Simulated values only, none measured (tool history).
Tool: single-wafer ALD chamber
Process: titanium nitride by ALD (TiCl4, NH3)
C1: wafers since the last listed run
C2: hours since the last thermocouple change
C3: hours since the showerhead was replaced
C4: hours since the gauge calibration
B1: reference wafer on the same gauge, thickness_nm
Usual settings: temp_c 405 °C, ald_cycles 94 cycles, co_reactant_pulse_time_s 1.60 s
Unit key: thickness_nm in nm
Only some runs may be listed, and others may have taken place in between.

Run 1, day 0.000: usual settings but ald_cycles 104 cycles; C1 0; C2 2259.0; C3 4513.9; C4 653.5; B1 2.102. Result: thickness_nm 2.110 nm.
Run 2, day 1.325: usual settings; C1 112; C2 2290.8; C3 4545.7; C4 685.3; B1 2.102. Result: thickness_nm 1.897 nm.
Run 3, day 2.296: usual settings but co_reactant_pulse_time_s 2.03 s; C1 82; C2 2314.1; C3 4569.0; C4 708.6; B1 2.100. Result: thickness_nm 1.921 nm.
Run 4, day 3.617: usual settings but co_reactant_pulse_time_s 2.03 s; C1 111; C2 2345.8; C3 4600.7; C4 740.3; B1 2.102. Result: thickness_nm 1.915 nm.
Run 5, day 4.967: usual settings but co_reactant_pulse_time_s 2.03 s; C1 114; C2 2378.2; C3 4633.1; C4 772.7; B1 2.101. Result: thickness_nm 1.911 nm.
Run 6, day 5.562: usual settings but ald_cycles 105 cycles; C1 50; C2 2392.5; C3 4647.4; C4 787.0; B1 2.101. Result: thickness_nm 2.125 nm.
Run 7, day 6.675: usual settings but ald_cycles 105 cycles; C1 94; C2 2419.2; C3 4674.1; C4 813.7; B1 2.101. Result: thickness_nm 2.125 nm.
Run 8, day 7.258: usual settings; C1 49; C2 2433.2; C3 4688.1; C4 827.7; B1 2.099. Result: thickness_nm 1.898 nm.
Run 9, day 8.054: usual settings; C1 67; C2 2452.3; C3 4707.2; C4 846.8; B1 2.100. Result: thickness_nm 1.899 nm.
Run 10, day 9.542: usual settings; C1 126; C2 2488.0; C3 4742.9; C4 882.5; B1 2.099. Result: thickness_nm 1.906 nm.
Run 11, day 10.292: usual settings; C1 63; C2 2506.0; C3 4760.9; C4 900.5; B1 2.099. Result: thickness_nm 1.911 nm.
Run 12, day 10.933: usual settings; C1 54; C2 2521.4; C3 4776.3; C4 915.9; B1 2.099. Result: thickness_nm 1.894 nm.
Run 13, day 11.629: usual settings; C1 58; C2 2538.1; C3 4793.0; C4 932.6; B1 2.097. Result: thickness_nm 1.893 nm.
Run 14, day 12.788: usual settings; C1 98; C2 2565.9; C3 4820.8; C4 960.4; B1 2.098. Result: thickness_nm 1.893 nm.
At day 13.100: gauge calibrated.
Run 15, day 13.621: usual settings; C1 70; C2 2585.9; C3 4840.8; C4 12.5; B1 2.151. Result: thickness_nm 1.941 nm.
Run 16, day 14.758: usual settings but temp_c 397 °C; C1 96; C2 2613.2; C3 4868.1; C4 39.8; B1 2.147. Result: thickness_nm 1.926 nm.
Run 17, day 15.288: usual settings but temp_c 397 °C; C1 44; C2 2625.9; C3 4880.8; C4 52.5; B1 2.145. Result: thickness_nm 1.924 nm.
Run 18, day 16.225: usual settings; C1 79; C2 2648.4; C3 4903.3; C4 75.0; B1 2.143. Result: thickness_nm 1.940 nm.
Run 19, day 17.083: usual settings but temp_c 399 °C, ald_cycles 83 cycles; C1 72; C2 2669.0; C3 4923.9; C4 95.6; B1 2.140. Result: thickness_nm 1.695 nm.
At day 17.971: thermocouple changed; heater temperature recalibrated.
Run 20, day 18.112: usual settings; C1 58; C2 3.4; C3 4948.6; C4 120.3; B1 2.138. Result: thickness_nm 1.942 nm.
Run 21, day 19.196: usual settings but ald_cycles 82 cycles; C1 91; C2 29.4; C3 4974.6; C4 146.3; B1 2.137. Result: thickness_nm 1.685 nm.
Run 22, day 21.738: usual settings but temp_c 415 °C; C1 215; C2 90.4; C3 5035.6; C4 207.3; B1 2.131. Result: thickness_nm 1.942 nm.
Run 23, day 22.292: usual settings; C1 46; C2 103.7; C3 5048.9; C4 220.6; B1 2.131. Result: thickness_nm 1.929 nm.
Run 24, day 22.821: usual settings but temp_c 398 °C, ald_cycles 79 cycles, co_reactant_pulse_time_s 1.94 s; C1 44; C2 116.4; C3 5061.6; C4 233.3; B1 2.131. Result: thickness_nm 1.614 nm.
Run 25, day 24.158: usual settings but ald_cycles 112 cycles; C1 113; C2 148.5; C3 5093.7; C4 265.4; B1 2.127. Result: thickness_nm 2.295 nm.
Run 26, day 24.754: usual settings but temp_c 400 °C, ald_cycles 105 cycles, co_reactant_pulse_time_s 1.13 s; C1 50; C2 162.8; C3 5108.0; C4 279.7; B1 2.125. Result: thickness_nm 2.121 nm.
Run 27, day 26.800: usual settings; C1 173; C2 211.9; C3 5157.1; C4 328.8; B1 2.125. Result: thickness_nm 1.924 nm.
Run 28, day 27.379: usual settings; C1 49; C2 225.8; C3 5171.0; C4 342.7; B1 2.123. Result: thickness_nm 1.928 nm.
Run 29, day 28.325: usual settings; C1 80; C2 248.5; C3 5193.7; C4 365.4; B1 2.121. Result: thickness_nm 1.920 nm.
At day 30.979: showerhead replaced.
Run 30, day 31.600: usual settings but temp_c 409 °C, co_reactant_pulse_time_s 2.18 s; C1 249; C2 327.1; C3 14.9; C4 444.0; B1 2.118. Result: thickness_nm 1.935 nm.
Run 31, day 32.783: usual settings; C1 100; C2 355.5; C3 43.3; C4 472.4; B1 2.118. Result: thickness_nm 1.917 nm.
Run 32, day 34.017: usual settings but temp_c 397 °C, ald_cycles 112 cycles, co_reactant_pulse_time_s 1.82 s; C1 104; C2 385.1; C3 72.9; C4 502.0; B1 2.116. Result: thickness_nm 2.289 nm.
Run 33, day 34.721: usual settings but temp_c 391 °C, ald_cycles 85 cycles, co_reactant_pulse_time_s 1.05 s; C1 59; C2 402.0; C3 89.8; C4 518.9; B1 2.117. Result: thickness_nm 1.685 nm.
Run 34, day 35.333: usual settings but temp_c 419 °C, ald_cycles 76 cycles; C1 51; C2 416.7; C3 104.5; C4 533.6; B1 2.116. Result: thickness_nm 1.562 nm.
Run 35, day 36.788: usual settings but ald_cycles 81 cycles; C1 123; C2 451.6; C3 139.4; C4 568.5; B1 2.114. Result: thickness_nm 1.643 nm.
Run 36, day 38.275: usual settings but ald_cycles 86 cycles; C1 126; C2 487.3; C3 175.1; C4 604.2; B1 2.113. Result: thickness_nm 1.760 nm.
Run 37, day 39.554: usual settings; C1 108; C2 518.0; C3 205.8; C4 634.9; B1 2.115. Result: thickness_nm 1.901 nm.
Run 38, day 40.108: usual settings; C1 46; C2 531.3; C3 219.1; C4 648.2; B1 2.112. Result: thickness_nm 1.912 nm.
Run 39, day 40.892: usual settings but temp_c 401 °C, co_reactant_pulse_time_s 1.22 s; C1 66; C2 550.1; C3 237.9; C4 667.0; B1 2.114. Result: thickness_nm 1.896 nm.

Selected run-to-run steps in thickness_nm, each split into two signed amounts: the part the tool would show with no hidden state at all (from settings, incoming material and random variation), and the remainder, which goes to the hidden state together with any gauge scatter not common to the measured and the hidden-state-free results:
The hidden state here: wafer temperature above the value expected at the setpoint (K); gauge reads high (%).
Run 14 -> 15: gauge calibrated. thickness_nm +0.048 nm: hidden state +0.047, all else +0.001.
Run 24 -> 25: temp_c 398 -> 405, ald_cycles 79 -> 112, co_reactant_pulse_time_s 1.94 -> 1.60. thickness_nm +0.681 nm: hidden state -0.009, all else +0.690.
Run 31 -> 32: temp_c 405 -> 397, ald_cycles 94 -> 112, co_reactant_pulse_time_s 1.60 -> 1.82. thickness_nm +0.372 nm: hidden state -0.007, all else +0.379.
Run 32 -> 33: temp_c 397 -> 391, ald_cycles 112 -> 85, co_reactant_pulse_time_s 1.82 -> 1.05. thickness_nm -0.604 nm: hidden state +0.009, all else -0.613.

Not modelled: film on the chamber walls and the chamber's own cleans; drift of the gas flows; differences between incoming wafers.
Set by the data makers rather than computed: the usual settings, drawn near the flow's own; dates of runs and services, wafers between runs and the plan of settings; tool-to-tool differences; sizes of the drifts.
